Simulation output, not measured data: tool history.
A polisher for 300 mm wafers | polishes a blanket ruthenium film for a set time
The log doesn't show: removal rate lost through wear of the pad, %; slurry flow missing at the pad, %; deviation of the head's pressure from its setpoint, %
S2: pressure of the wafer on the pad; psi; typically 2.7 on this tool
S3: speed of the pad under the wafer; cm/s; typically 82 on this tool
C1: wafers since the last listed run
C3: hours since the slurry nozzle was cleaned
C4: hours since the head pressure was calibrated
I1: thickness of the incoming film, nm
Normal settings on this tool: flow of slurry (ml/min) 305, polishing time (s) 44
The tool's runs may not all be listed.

{"run": 1, "day": 0.0, "flow of slurry (ml/min)": 305, "S2": 2.2, "S3": 82, "polishing time (s)": 52, "C1": 0, "wafers polished on this pad": 1114, "C3": 15.3, "C4": 314.3, "I1": 422.5, "film removed (angstrom)": 490}
{"day": 1.804, "done": "head pressure recalibrated"}
{"run": 2, "day": 4.346, "flow of slurry (ml/min)": 305, "S2": 2.2, "S3": 82, "polishing time (s)": 52, "C1": 1061, "wafers polished on this pad": 2176, "C3": 119.6, "C4": 61.0, "I1": 419.7, "film removed (angstrom)": 533}
{"day": 7.167, "done": "worn pad replaced by a new one"}
{"run": 3, "day": 7.188, "flow of slurry (ml/min)": 305, "S2": 2.7, "S3": 82, "polishing time (s)": 44, "C1": 666, "wafers polished on this pad": 5, "C3": 187.8, "C4": 129.2, "I1": 419.2, "film removed (angstrom)": 547}
{"run": 4, "day": 11.346, "flow of slurry (ml/min)": 305, "S2": 2.7, "S3": 82, "polishing time (s)": 44, "C1": 1035, "wafers polished on this pad": 1041, "C3": 287.6, "C4": 229.0, "I1": 419.2, "film removed (angstrom)": 525}
{"day": 13.862, "done": "head pressure recalibrated"}
{"run": 5, "day": 14.608, "flow of slurry (ml/min)": 335, "S2": 2.7, "S3": 74, "polishing time (s)": 44, "C1": 791, "wafers polished on this pad": 1833, "C3": 365.9, "C4": 17.9, "I1": 416.6, "film removed (angstrom)": 515}
{"run": 6, "day": 17.683, "flow of slurry (ml/min)": 335, "S2": 2.7, "S3": 74, "polishing time (s)": 44, "C1": 765, "wafers polished on this pad": 2598, "C3": 439.7, "C4": 91.7, "I1": 421.0, "film removed (angstrom)": 499}
{"day": 18.421, "done": "worn pad replaced by a new one"}
{"day": 18.912, "done": "slurry nozzle cleaned"}
{"run": 7, "day": 20.488, "flow of slurry (ml/min)": 335, "S2": 2.7, "S3": 74, "polishing time (s)": 44, "C1": 646, "wafers polished on this pad": 504, "C3": 37.8, "C4": 159.0, "I1": 412.5, "film removed (angstrom)": 492}
{"run": 8, "day": 22.383, "flow of slurry (ml/min)": 305, "S2": 2.7, "S3": 82, "polishing time (s)": 44, "C1": 472, "wafers polished on this pad": 976, "C3": 83.3, "C4": 204.5, "I1": 417.6, "film removed (angstrom)": 533}
{"run": 9, "day": 25.958, "flow of slurry (ml/min)": 305, "S2": 2.7, "S3": 82, "polishing time (s)": 44, "C1": 890, "wafers polished on this pad": 1866, "C3": 169.1, "C4": 290.3, "I1": 420.0, "film removed (angstrom)": 518}
{"day": 28.192, "done": "head pressure recalibrated"}
{"run": 10, "day": 28.288, "flow of slurry (ml/min)": 305, "S2": 2.7, "S3": 82, "polishing time (s)": 38, "C1": 559, "wafers polished on this pad": 2425, "C3": 225.0, "C4": 2.3, "I1": 411.6, "film removed (angstrom)": 476}
{"day": 29.192, "done": "worn pad replaced by a new one"}
{"run": 11, "day": 30.35, "flow of slurry (ml/min)": 305, "S2": 2.7, "S3": 82, "polishing time (s)": 29, "C1": 472, "wafers polished on this pad": 288, "C3": 274.5, "C4": 51.8, "I1": 418.1, "film removed (angstrom)": 356}
{"run": 12, "day": 32.0, "flow of slurry (ml/min)": 400, "S2": 2.7, "S3": 82, "polishing time (s)": 44, "C1": 410, "wafers polished on this pad": 699, "C3": 314.1, "C4": 91.4, "I1": 427.0, "film removed (angstrom)": 556}
{"day": 35.25, "done": "slurry nozzle cleaned"}
{"run": 13, "day": 35.458, "flow of slurry (ml/min)": 305, "S2": 2.7, "S3": 82, "polishing time (s)": 44, "C1": 850, "wafers polished on this pad": 1550, "C3": 5.0, "C4": 174.4, "I1": 420.4, "film removed (angstrom)": 528}
{"run": 14, "day": 38.767, "flow of slurry (ml/min)": 335, "S2": 2.7, "S3": 74, "polishing time (s)": 44, "C1": 823, "wafers polished on this pad": 2374, "C3": 84.4, "C4": 253.8, "I1": 422.0, "film removed (angstrom)": 494}
{"day": 39.875, "done": "worn pad replaced by a new one"}
{"day": 41.538, "done": "head pressure recalibrated"}
{"run": 15, "day": 42.696, "flow of slurry (ml/min)": 305, "S2": 2.7, "S3": 82, "polishing time (s)": 44, "C1": 916, "wafers polished on this pad": 681, "C3": 178.7, "C4": 27.8, "I1": 428.3, "film removed (angstrom)": 553}
{"run": 16, "day": 45.825, "flow of slurry (ml/min)": 305, "S2": 2.7, "S3": 82, "polishing time (s)": 44, "C1": 779, "wafers polished on this pad": 1461, "C3": 253.8, "C4": 102.9, "I1": 421.8, "film removed (angstrom)": 534}
{"run": 17, "day": 48.375, "flow of slurry (ml/min)": 305, "S2": 2.7, "S3": 68, "polishing time (s)": 37, "C1": 635, "wafers polished on this pad": 2096, "C3": 315.0, "C4": 164.1, "I1": 424.9, "film removed (angstrom)": 382}
{"day": 50.588, "done": "slurry nozzle cleaned"}
{"day": 50.767, "done": "worn pad replaced by a new one"}
{"run": 18, "day": 51.817, "flow of slurry (ml/min)": 245, "S2": 2.1, "S3": 72, "polishing time (s)": 38, "C1": 805, "wafers polished on this pad": 261, "C3": 29.5, "C4": 246.7, "I1": 418.5, "film removed (angstrom)": 316}
{"run": 19, "day": 55.196, "flow of slurry (ml/min)": 305, "S2": 2.2, "S3": 64, "polishing time (s)": 37, "C1": 841, "wafers polished on this pad": 1102, "C3": 110.6, "C4": 327.8, "I1": 424.4, "film removed (angstrom)": 278}
{"day": 56.154, "done": "head pressure recalibrated"}
{"run": 20, "day": 59.396, "flow of slurry (ml/min)": 245, "S2": 3.3, "S3": 82, "polishing time (s)": 33, "C1": 1025, "wafers polished on this pad": 2127, "C3": 211.4, "C4": 77.8, "I1": 417.1, "film removed (angstrom)": 500}

Each row is a separate what-if for the run after 20, all from the same tool condition, not one after another. Results?
{"run": "A", "day": 59.412, "flow of slurry (ml/min)": 305, "S2": 2.7, "S3": 82, "polishing time (s)": 44, "C1": 4, "wafers polished on this pad": 2132, "C3": 211.8, "C4": 78.2, "I1": 413.5, "film removed (angstrom)": "?"}
{"run": "B", "day": 59.412, "flow of slurry (ml/min)": 400, "S2": 1.8, "S3": 82, "polishing time (s)": 33, "C1": 4, "wafers polished on this pad": 2132, "C3": 211.8, "C4": 78.2, "I1": 413.5, "film removed (angstrom)": "?"}
{"run": "C", "day": 59.412, "flow of slurry (ml/min)": 230, "S2": 3.0, "S3": 82, "polishing time (s)": 44, "C1": 4, "wafers polished on this pad": 2132, "C3": 211.8, "C4": 78.2, "I1": 413.5, "film removed (angstrom)": "?"}
{"run": "D", "day": 59.412, "flow of slurry (ml/min)": 305, "S2": 2.7, "S3": 100, "polishing time (s)": 52, "C1": 4, "wafers polished on this pad": 2132, "C3": 211.8, "C4": 78.2, "I1": 413.5, "film removed (angstrom)": "?"}
{"run": "E", "day": 59.412, "flow of slurry (ml/min)": 340, "S2": 2.7, "S3": 104, "polishing time (s)": 40, "C1": 4, "wafers polished on this pad": 2132, "C3": 211.8, "C4": 78.2, "I1": 413.5, "film removed (angstrom)": "?"}

run=A film_removed_(angstrom)=548
run=B film_removed_(angstrom)=280
run=C film_removed_(angstrom)=591
run=D film_removed_(angstrom)=773
run=E film_removed_(angstrom)=622
Take away the tool's hidden state, keep each run's random variation, and the runs would have read:
run=A film_removed_(angstrom)=562
run=B film_removed_(angstrom)=287
run=C film_removed_(angstrom)=606
run=D film_removed_(angstrom)=793
run=E film_removed_(angstrom)=638

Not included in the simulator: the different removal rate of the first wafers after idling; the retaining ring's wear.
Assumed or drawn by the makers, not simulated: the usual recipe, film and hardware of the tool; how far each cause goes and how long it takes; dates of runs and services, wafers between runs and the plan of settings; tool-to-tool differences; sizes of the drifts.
